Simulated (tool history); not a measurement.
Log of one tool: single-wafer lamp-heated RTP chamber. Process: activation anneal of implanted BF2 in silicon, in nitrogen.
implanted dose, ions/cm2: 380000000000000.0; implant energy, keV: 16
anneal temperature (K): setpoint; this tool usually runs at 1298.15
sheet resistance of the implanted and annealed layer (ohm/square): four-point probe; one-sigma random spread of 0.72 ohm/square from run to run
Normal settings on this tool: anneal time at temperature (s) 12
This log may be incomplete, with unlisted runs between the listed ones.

run	day	anneal temperature (K)	anneal time at temperature (s)	wafers since the last listed run	wafers since the last pyrometer calibration	wafers since the reflector plate was cleaned	hours since the gauge calibration	read-back reference wafer on the same gauge, sheet resistance	sheet resistance of the implanted and annealed layer (ohm/square)
1	0	1298.15	9	0	1872	4970	35.1	399.98	337.38
2	0.946	1298.15	9	368	2240	5338	57.8	400.02	335.67
3	2.179	1298.15	9	480	2720	5818	87.4	400	335.13
4	2.9	1298.15	12	280	3001	6099	104.7	399.99	334.19
5	3.721	1298.15	12	319	3320	6418	124.4	400.16	333.39
6	4.267	1298.15	14	212	3533	6631	137.5	400.09	332.15
# day 5.083: pyrometer window cleaned and pyrometer calibrated
7	5.321	1298.15	12	280	92	6912	162.8	400.09	333.24
8	6.021	1298.15	12	272	364	7184	179.6	400.15	332.32
9	6.988	1290.15	12	376	741	7560	202.8	399.99	333.84
# day 8.025: reflector plate cleaned
10	8.296	1290.15	12	379	1120	104	234.2	399.98	337.63
11	9.375	1298.15	12	420	1540	525	260.1	399.97	335.86
12	10.296	1298.15	12	358	1899	883	282.2	400.07	335.68
13	11.204	1319.15	12	353	2252	1237	304	399.83	328.73
14	13.517	1319.15	12	900	3153	2137	359.5	400.02	329.12
# day 14.3: pyrometer window cleaned and pyrometer calibrated
15	14.358	1298.15	12	197	22	2335	379.7	399.92	335.9
16	15.796	1312.15	12	559	581	2895	414.2	400.04	331.62
17	16.608	1317.15	6	316	898	3211	433.7	399.94	336.68
18	17.129	1289.15	17	202	1100	3414	446.2	399.81	335.09
19	19.458	1325.15	17	906	2007	4320	502.1	400.16	322.59
20	20.671	1298.15	12	472	2479	4793	531.2	400.01	334.38
21	21.996	1298.15	8	515	2995	5308	563	400	336.25
# day 22.479: pyrometer window cleaned and pyrometer calibrated
22	22.912	1281.15	5	227	168	5535	585	400	347.38
23	24.108	1325.15	19	465	634	6001	613.7	399.9	319.83
# day 25.079: reflector plate cleaned
24	25.1	1315.15	8	256	890	8	637.5	400.19	333.77
# day 25.708: gauge calibrated
25	26.242	1298.15	12	444	1334	452	12.8	400.11	336.56
26	30.025	1323.15	7	1472	2807	1925	103.6	400.02	333.87
# day 30.658: pyrometer window cleaned and pyrometer calibrated
27	30.679	1290.15	10	124	7	2050	119.3	400.06	339.65
28	31.842	1277.15	16	452	460	2502	147.2	399.98	340.05
29	32.808	1298.15	12	376	836	2879	170.4	400.11	336.31
30	34.304	1298.15	12	582	1418	3461	206.3	399.95	334.49
31	35.583	1298.15	19	498	1916	3959	237	400.08	331.12

3 options for the next run, each taken on its own from the tool as it stands now. Forecast them:
A	35.6	1298.15	5	6	1923	3966	237.4	?	?
B	35.6	1317.15	15	6	1923	3966	237.4	?	?
C	35.6	1319.15	5	6	1923	3966	237.4	?	?

run	read-back reference wafer on the same gauge, sheet resistance	sheet resistance of the implanted and annealed layer (ohm/square)
A	400.07	342.78
B	400.07	326.91
C	400.07	336.86
Stripped of hidden state, with their random variation kept, the same runs would have yielded:
run	sheet resistance of the implanted and annealed layer (ohm/square)
A	343.55
B	327.73
C	337.54
